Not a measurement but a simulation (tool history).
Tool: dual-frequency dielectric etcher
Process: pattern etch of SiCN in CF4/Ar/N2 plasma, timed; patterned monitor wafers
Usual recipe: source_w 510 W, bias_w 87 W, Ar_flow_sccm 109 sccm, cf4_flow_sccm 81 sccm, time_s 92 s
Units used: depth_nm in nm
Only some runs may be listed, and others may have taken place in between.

run	hour	source_w	bias_w	Ar_flow_sccm	cf4_flow_sccm	time_s	wafers since the last listed run	hours since the last wet clean	hours since the last source power generator calibration	hours since the last bias power generator calibration	hours since the last Ar flow controller change	hours since the last CF4 flow controller change	hours since the last upper electrode change	hours since the gauge calibration	read-back reference wafer on the same gauge, depth_nm	depth_nm
1	0	430	71	109	81	82	0	213.1	163.3	4790.6	4621.4	2531.1	3229	2112.1	81.9	58.5
# hour 20.7: gauge calibrated
# hour 78.1: wet clean of the chamber, repeated, since the last time left the tool worse
# hour 82.2: bias power generator calibrated
2	82.7	570	87	121	81	92	435	4.6	246	0.5	4704.1	2613.8	3311.7	62	81.9	88.5
# hour 94.7: Ar flow controller replaced
3	96.1	510	87	109	81	67	58	18	259.4	13.9	1.4	2627.2	3325.1	75.4	82.2	61.6
4	143.6	420	87	131	63	111	378	65.5	306.9	61.4	48.9	2674.7	3372.6	122.9	82.2	83.3
5	211.3	510	87	90	75	92	539	133.2	374.6	129.1	116.6	2742.4	3440.3	190.6	82.1	86.1
6	283	510	87	109	81	92	570	204.9	446.3	200.8	188.3	2814.1	3512	262.3	82	83.1
7	322.5	410	87	109	75	92	314	244.4	485.8	240.3	227.8	2853.6	3551.5	301.8	82.1	73.5
8	357.9	620	87	109	81	106	281	279.8	521.2	275.7	263.2	2889	3586.9	337.2	82	107.7
9	386.6	510	102	109	88	100.5	228	308.5	549.9	304.4	291.9	2917.7	3615.6	365.9	82	98.6
10	425.2	470	87	109	72	92	307	347.1	588.5	343	330.5	2956.3	3654.2	404.5	82.1	77.3
# hour 458.5: CF4 flow controller replaced
# hour 482.3: upper electrode replaced
11	482.8	510	87	109	69	92	221	404.7	646.1	400.6	388.1	24.3	0.5	462.1	81.9	81.1
12	510.8	510	87	109	81	92	222	432.7	674.1	428.6	416.1	52.3	28.5	490.1	81.9	81.6
13	543.9	510	87	109	81	92	263	465.8	707.2	461.7	449.2	85.4	61.6	523.2	82.1	81.8
# hour 581.9: wet clean of the chamber
14	609	510	87	109	81	92	327	27.1	772.3	526.8	514.3	150.5	126.7	588.3	82.1	84.5
15	633.9	510	87	90	81	92	198	52	797.2	551.7	539.2	175.4	151.6	613.2	82.1	88
16	684	510	87	88	81	92	398	102.1	847.3	601.8	589.3	225.5	201.7	663.3	82	87.3
17	708.1	510	87	109	81	109.5	191	126.2	871.4	625.9	613.4	249.6	225.8	687.4	81.9	99.9
18	751.9	590	79	119	81	92	348	170	915.2	669.7	657.2	293.4	269.6	731.2	81.9	85.7
19	805.5	640	87	109	81	70.5	426	223.6	968.8	723.3	710.8	347	323.2	784.8	82.1	73.6
20	831.2	560	75	109	92	92	204	249.3	994.5	749	736.5	372.7	348.9	810.5	82.1	84.2
21	892.7	510	87	109	81	92	489	310.8	1056	810.5	798	434.2	410.4	872	81.9	82.7
22	948.2	510	87	109	81	92	441	366.3	1111.5	866	853.5	489.7	465.9	927.5	82.1	83

Forecast each of these 3 alternatives for the next run:
A	948.6	510	87	109	81	92	3	366.7	1111.9	866.4	853.9	490.1	466.3	927.9	?	?
B	948.6	420	87	109	81	92	3	366.7	1111.9	866.4	853.9	490.1	466.3	927.9	?	?
C	948.6	510	87	109	69	75.5	3	366.7	1111.9	866.4	853.9	490.1	466.3	927.9	?	?

run	read-back reference wafer on the same gauge, depth_nm	depth_nm
A	82.2	82.2
B	82.2	73.9
C	82.2	65.7
What these runs would have given with no unlogged condition in the tool:
run	depth_nm
A	83.5
B	75
C	66.7
